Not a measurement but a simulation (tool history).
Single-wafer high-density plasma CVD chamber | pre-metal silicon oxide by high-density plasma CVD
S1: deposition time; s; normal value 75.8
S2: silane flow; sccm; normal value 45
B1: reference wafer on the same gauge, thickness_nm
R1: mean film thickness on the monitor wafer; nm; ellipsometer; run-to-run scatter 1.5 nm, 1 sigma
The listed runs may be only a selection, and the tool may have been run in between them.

{"run": 1, "hour": 0.0, "S1": 75.8, "S2": 45, "B1": 398.8, "R1": 362.527}
{"run": 2, "hour": 98.6, "S1": 75.8, "S2": 40, "B1": 399.239, "R1": 330.981}
{"run": 3, "hour": 173.2, "S1": 75.8, "S2": 40, "B1": 399.377, "R1": 330.88}
{"run": 4, "hour": 278.0, "S1": 75.8, "S2": 45, "B1": 399.429, "R1": 362.474}
{"run": 5, "hour": 382.1, "S1": 75.8, "S2": 45, "B1": 399.059, "R1": 362.016}
{"run": 6, "hour": 466.3, "S1": 75.8, "S2": 45, "B1": 399.169, "R1": 358.992}
{"hour": 477.3, "done": "gauge calibrated"}
{"run": 7, "hour": 506.4, "S1": 75.8, "S2": 41, "B1": 398.915, "R1": 336.938}
{"run": 8, "hour": 546.7, "S1": 75.8, "S2": 41, "B1": 398.935, "R1": 334.529}
{"run": 9, "hour": 614.7, "S1": 75.8, "S2": 48, "B1": 398.793, "R1": 378.735}
{"run": 10, "hour": 658.5, "S1": 75.8, "S2": 45, "B1": 398.759, "R1": 357.801}
{"run": 11, "hour": 728.5, "S1": 75.8, "S2": 45, "B1": 398.838, "R1": 358.32}
{"run": 12, "hour": 811.5, "S1": 72.2, "S2": 45, "B1": 398.255, "R1": 342.892}
{"run": 13, "hour": 912.7, "S1": 72.2, "S2": 45, "B1": 398.496, "R1": 342.081}
{"run": 14, "hour": 968.1, "S1": 72.2, "S2": 45, "B1": 398.622, "R1": 341.936}
{"run": 15, "hour": 1024.7, "S1": 86.2, "S2": 45, "B1": 399.46, "R1": 409.244}
{"run": 16, "hour": 1100.2, "S1": 86.2, "S2": 45, "B1": 398.733, "R1": 407.844}
{"run": 17, "hour": 1141.0, "S1": 86.2, "S2": 45, "B1": 398.79, "R1": 405.82}
{"hour": 1165.5, "done": "silane flow controller replaced"}
{"run": 18, "hour": 1203.4, "S1": 90.4, "S2": 45, "B1": 399.322, "R1": 452.398}
{"run": 19, "hour": 1270.3, "S1": 82.3, "S2": 47, "B1": 398.559, "R1": 423.44}
{"run": 20, "hour": 1340.4, "S1": 75.8, "S2": 37, "B1": 399.039, "R1": 323.998}
{"run": 21, "hour": 1432.8, "S1": 82.0, "S2": 45, "B1": 398.451, "R1": 410.591}
{"run": 22, "hour": 1493.6, "S1": 75.8, "S2": 45, "B1": 398.891, "R1": 376.508}
{"run": 23, "hour": 1558.5, "S1": 75.8, "S2": 52, "B1": 398.817, "R1": 420.184}
{"run": 24, "hour": 1610.7, "S1": 82.3, "S2": 47, "B1": 398.801, "R1": 420.233}
{"run": 25, "hour": 1675.6, "S1": 81.6, "S2": 38, "B1": 399.722, "R1": 355.555}
{"run": 26, "hour": 1780.7, "S1": 64.9, "S2": 50, "B1": 399.268, "R1": 345.646}
{"run": 27, "hour": 1827.2, "S1": 82.0, "S2": 42, "B1": 397.947, "R1": 386.198}
{"hour": 1830.0, "done": "gauge calibrated"}
{"run": 28, "hour": 2075.0, "S1": 85.6, "S2": 48, "B1": 399.155, "R1": 443.333}
{"run": 29, "hour": 2140.5, "S1": 72.2, "S2": 45, "B1": 399.467, "R1": 354.034}
{"run": 30, "hour": 2212.9, "S1": 75.8, "S2": 45, "B1": 398.976, "R1": 371.979}
{"run": 31, "hour": 2293.2, "S1": 70.5, "S2": 41, "B1": 398.94, "R1": 323.153}
{"run": 32, "hour": 2370.9, "S1": 82.7, "S2": 48, "B1": 398.494, "R1": 424.224}
{"run": 33, "hour": 2429.2, "S1": 69.8, "S2": 36, "B1": 399.906, "R1": 288.829}
{"run": 34, "hour": 2535.6, "S1": 86.3, "S2": 45, "B1": 399.563, "R1": 423.046}

Hidden state or all else? Some run-to-run changes of R1, split into what the settings, what came in and random variation would give without the hidden state, and what is left for the hidden state (with any gauge scatter that isn't in both results):
What the log doesn't record here: delivered silane flow above the setpoint (%); gauge reads high (%).
Run 14 -> 15: S1 72.2 -> 86.2. R1 +67.308 nm: hidden state -3.767, all else +71.075.
Run 17 -> 18: S1 86.2 -> 90.4, silane flow controller replaced. R1 +46.578 nm: hidden state +22.430, all else +24.148.
Run 31 -> 32: S1 70.5 -> 82.7, S2 41 -> 48. R1 +101.071 nm: hidden state -1.849, all else +102.920.
Run 32 -> 33: S1 82.7 -> 69.8, S2 48 -> 36. R1 -135.395 nm: hidden state +1.753, all else -137.148.
Run 33 -> 34: S1 69.8 -> 86.3, S2 36 -> 45. R1 +134.217 nm: hidden state -2.737, all else +136.954.

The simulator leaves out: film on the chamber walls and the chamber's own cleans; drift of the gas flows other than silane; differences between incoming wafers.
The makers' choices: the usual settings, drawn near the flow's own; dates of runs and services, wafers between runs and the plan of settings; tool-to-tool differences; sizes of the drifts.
